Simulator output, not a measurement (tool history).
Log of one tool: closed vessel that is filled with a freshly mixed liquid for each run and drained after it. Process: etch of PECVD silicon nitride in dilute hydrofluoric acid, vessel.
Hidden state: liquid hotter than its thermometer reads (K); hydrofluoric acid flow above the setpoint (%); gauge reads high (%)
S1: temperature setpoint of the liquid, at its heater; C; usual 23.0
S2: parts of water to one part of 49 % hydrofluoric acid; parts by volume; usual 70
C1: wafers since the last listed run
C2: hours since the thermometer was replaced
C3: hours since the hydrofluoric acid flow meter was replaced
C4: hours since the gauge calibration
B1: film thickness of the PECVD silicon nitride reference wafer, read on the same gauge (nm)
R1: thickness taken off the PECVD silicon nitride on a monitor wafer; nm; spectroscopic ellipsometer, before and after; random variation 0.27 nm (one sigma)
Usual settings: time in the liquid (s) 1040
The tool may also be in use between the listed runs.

{"run": 1, "hour": 0.0, "S1": 22.0, "S2": 70, "time in the liquid (s)": 1040, "C1": 0, "C2": 1056.1, "C3": 495.0, "C4": 114.0, "B1": 40.03, "R1": 36.86}
{"run": 2, "hour": 31.5, "S1": 22.0, "S2": 70, "time in the liquid (s)": 1040, "C1": 1112, "C2": 1087.6, "C3": 526.5, "C4": 145.5, "B1": 39.99, "R1": 36.65}
{"run": 3, "hour": 56.7, "S1": 23.0, "S2": 50, "time in the liquid (s)": 1040, "C1": 889, "C2": 1112.8, "C3": 551.7, "C4": 170.7, "B1": 40.0, "R1": 54.74}
{"run": 4, "hour": 74.3, "S1": 23.0, "S2": 50, "time in the liquid (s)": 1040, "C1": 621, "C2": 1130.4, "C3": 569.3, "C4": 188.3, "B1": 40.01, "R1": 54.9}
{"run": 5, "hour": 97.8, "S1": 23.0, "S2": 50, "time in the liquid (s)": 1040, "C1": 829, "C2": 1153.9, "C3": 592.8, "C4": 211.8, "B1": 40.0, "R1": 54.93}
{"run": 6, "hour": 133.1, "S1": 23.0, "S2": 75, "time in the liquid (s)": 1040, "C1": 1246, "C2": 1189.2, "C3": 628.1, "C4": 247.1, "B1": 39.99, "R1": 37.74}
{"run": 7, "hour": 160.1, "S1": 23.0, "S2": 70, "time in the liquid (s)": 1040, "C1": 953, "C2": 1216.2, "C3": 655.1, "C4": 274.1, "B1": 40.01, "R1": 39.15}
{"run": 8, "hour": 183.5, "S1": 23.0, "S2": 70, "time in the liquid (s)": 1040, "C1": 826, "C2": 1239.6, "C3": 678.5, "C4": 297.5, "B1": 40.01, "R1": 39.96}
{"run": 9, "hour": 199.1, "S1": 23.0, "S2": 70, "time in the liquid (s)": 1040, "C1": 550, "C2": 1255.2, "C3": 694.1, "C4": 313.1, "B1": 39.99, "R1": 39.45}
{"run": 10, "hour": 213.9, "S1": 20.0, "S2": 70, "time in the liquid (s)": 1040, "C1": 522, "C2": 1270.0, "C3": 708.9, "C4": 327.9, "B1": 39.99, "R1": 32.59}
{"run": 11, "hour": 230.6, "S1": 20.0, "S2": 70, "time in the liquid (s)": 1040, "C1": 589, "C2": 1286.7, "C3": 725.6, "C4": 344.6, "B1": 39.99, "R1": 32.64}
{"run": 12, "hour": 264.2, "S1": 23.0, "S2": 70, "time in the liquid (s)": 1040, "C1": 1186, "C2": 1320.3, "C3": 759.2, "C4": 378.2, "B1": 40.02, "R1": 40.98}
{"run": 13, "hour": 288.5, "S1": 23.0, "S2": 70, "time in the liquid (s)": 1040, "C1": 857, "C2": 1344.6, "C3": 783.5, "C4": 402.5, "B1": 40.01, "R1": 40.47}
{"run": 14, "hour": 305.0, "S1": 23.0, "S2": 85, "time in the liquid (s)": 1040, "C1": 582, "C2": 1361.1, "C3": 800.0, "C4": 419.0, "B1": 40.01, "R1": 33.24}
{"hour": 312.3, "done": "hydrofluoric acid flow meter replaced"}
{"hour": 352.5, "done": "thermometer replaced"}
{"run": 15, "hour": 356.6, "S1": 21.5, "S2": 35, "time in the liquid (s)": 1285, "C1": 1751, "C2": 4.1, "C3": 44.3, "C4": 470.6, "B1": 39.99, "R1": 76.99}
{"run": 16, "hour": 386.0, "S1": 20.5, "S2": 60, "time in the liquid (s)": 810, "C1": 1037, "C2": 33.5, "C3": 73.7, "C4": 500.0, "B1": 40.0, "R1": 26.85}
{"run": 17, "hour": 445.6, "S1": 23.0, "S2": 105, "time in the liquid (s)": 1040, "C1": 2104, "C2": 93.1, "C3": 133.3, "C4": 559.6, "B1": 39.98, "R1": 23.8}
{"run": 18, "hour": 471.8, "S1": 18.0, "S2": 60, "time in the liquid (s)": 1040, "C1": 925, "C2": 119.3, "C3": 159.5, "C4": 585.8, "B1": 40.01, "R1": 29.18}
{"run": 19, "hour": 493.6, "S1": 25.5, "S2": 100, "time in the liquid (s)": 1040, "C1": 769, "C2": 141.1, "C3": 181.3, "C4": 607.6, "B1": 39.98, "R1": 29.52}
{"run": 20, "hour": 514.8, "S1": 21.5, "S2": 50, "time in the liquid (s)": 1040, "C1": 748, "C2": 162.3, "C3": 202.5, "C4": 628.8, "B1": 40.0, "R1": 45.33}
{"run": 21, "hour": 527.2, "S1": 27.5, "S2": 50, "time in the liquid (s)": 1485, "C1": 437, "C2": 174.7, "C3": 214.9, "C4": 641.2, "B1": 40.01, "R1": 95.99}
{"run": 22, "hour": 551.4, "S1": 19.0, "S2": 70, "time in the liquid (s)": 435, "C1": 854, "C2": 198.9, "C3": 239.1, "C4": 665.4, "B1": 39.98, "R1": 11.44}
{"hour": 569.0, "done": "gauge calibrated"}
{"run": 23, "hour": 596.7, "S1": 23.0, "S2": 70, "time in the liquid (s)": 1040, "C1": 1599, "C2": 244.2, "C3": 284.4, "C4": 27.7, "B1": 39.99, "R1": 35.79}
{"run": 24, "hour": 615.7, "S1": 23.0, "S2": 105, "time in the liquid (s)": 1040, "C1": 670, "C2": 263.2, "C3": 303.4, "C4": 46.7, "B1": 40.0, "R1": 24.04}
{"run": 25, "hour": 665.5, "S1": 26.0, "S2": 100, "time in the liquid (s)": 1040, "C1": 1758, "C2": 313.0, "C3": 353.2, "C4": 96.5, "B1": 39.98, "R1": 30.82}
{"run": 26, "hour": 692.2, "S1": 20.5, "S2": 55, "time in the liquid (s)": 635, "C1": 942, "C2": 339.7, "C3": 379.9, "C4": 123.2, "B1": 40.02, "R1": 23.74}
{"run": 27, "hour": 724.6, "S1": 23.0, "S2": 70, "time in the liquid (s)": 1040, "C1": 1143, "C2": 372.1, "C3": 412.3, "C4": 155.6, "B1": 39.99, "R1": 36.56}
{"run": 28, "hour": 741.2, "S1": 26.5, "S2": 85, "time in the liquid (s)": 1040, "C1": 586, "C2": 388.7, "C3": 428.9, "C4": 172.2, "B1": 40.0, "R1": 37.71}

Forecast each of these 5 alternatives for the next run:
{"run": "A", "hour": 742.1, "S1": 23.0, "S2": 40, "time in the liquid (s)": 1040, "C1": 31, "C2": 389.6, "C3": 429.8, "C4": 173.1, "B1": "?", "R1": "?"}
{"run": "B", "hour": 742.1, "S1": 26.0, "S2": 45, "time in the liquid (s)": 790, "C1": 31, "C2": 389.6, "C3": 429.8, "C4": 173.1, "B1": "?", "R1": "?"}
{"run": "C", "hour": 742.1, "S1": 27.5, "S2": 70, "time in the liquid (s)": 1040, "C1": 31, "C2": 389.6, "C3": 429.8, "C4": 173.1, "B1": "?", "R1": "?"}
{"run": "D", "hour": 742.1, "S1": 21.5, "S2": 70, "time in the liquid (s)": 1040, "C1": 31, "C2": 389.6, "C3": 429.8, "C4": 173.1, "B1": "?", "R1": "?"}
{"run": "E", "hour": 742.1, "S1": 24.5, "S2": 35, "time in the liquid (s)": 1040, "C1": 31, "C2": 389.6, "C3": 429.8, "C4": 173.1, "B1": "?", "R1": "?"}

run=A B1=40.01 R1=63.15
run=B B1=40.01 R1=52.30
run=C B1=40.01 R1=49.11
run=D B1=40.01 R1=33.01
run=E B1=40.01 R1=79.60
Without the tool's hidden state the same runs would have given:
run=A R1=60.62
run=B R1=50.25
run=C R1=47.24
run=D R1=31.69
run=E R1=76.44
